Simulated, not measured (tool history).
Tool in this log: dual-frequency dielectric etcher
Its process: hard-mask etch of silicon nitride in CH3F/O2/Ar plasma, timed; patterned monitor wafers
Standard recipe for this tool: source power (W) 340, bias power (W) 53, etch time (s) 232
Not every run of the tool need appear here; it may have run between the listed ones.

run,day,source power (W),bias power (W),etch time (s),"read-back reference wafer on the same gauge, depth_nm",mean etch depth across the wafer (nm)
1,0,310,47,232,122,115.8
# day 2.112: wet clean of the chamber
2,4.329,310,47,232,122,115.4
# day 6.712: gauge calibrated
3,8.125,310,47,232,122,115.7
4,11.612,340,53,283.5,122,155.1
5,14.138,340,53,232,121.9,126.2
6,17.083,340,53,232,122,126.3
# day 21.196: wet clean of the chamber
7,21.442,400,53,232,122,133.7
# day 23.154: upper electrode replaced
8,24.458,340,53,232,122,126.7
9,27.479,340,53,261.5,122,142.2
# day 28.575: bias power generator calibrated
10,30.621,390,63,232,122,143.5
# day 32.138: gauge calibrated
# day 32.279: source power generator calibrated
11,33.742,300,57,270,122,148
# day 37.683: wet clean of the chamber
12,37.704,340,53,283.5,122,156.7
13,39.858,340,44,232,122,116.6
14,49.058,400,49,232,122,129.6

What if the next run were any one of these 3? Each begins from the tool's condition after run 14:
A,49.079,340,53,232,?,?
B,49.079,380,40,232,?,?
C,49.079,390,45,277.5,?,?

run,"read-back reference wafer on the same gauge, depth_nm",mean etch depth across the wafer (nm)
A,122,126.5
B,122,115
C,122,146.9
Without the tool's unlogged condition, the same runs would have read:
run,mean etch depth across the wafer (nm)
A,127.7
B,116.1
C,148.3

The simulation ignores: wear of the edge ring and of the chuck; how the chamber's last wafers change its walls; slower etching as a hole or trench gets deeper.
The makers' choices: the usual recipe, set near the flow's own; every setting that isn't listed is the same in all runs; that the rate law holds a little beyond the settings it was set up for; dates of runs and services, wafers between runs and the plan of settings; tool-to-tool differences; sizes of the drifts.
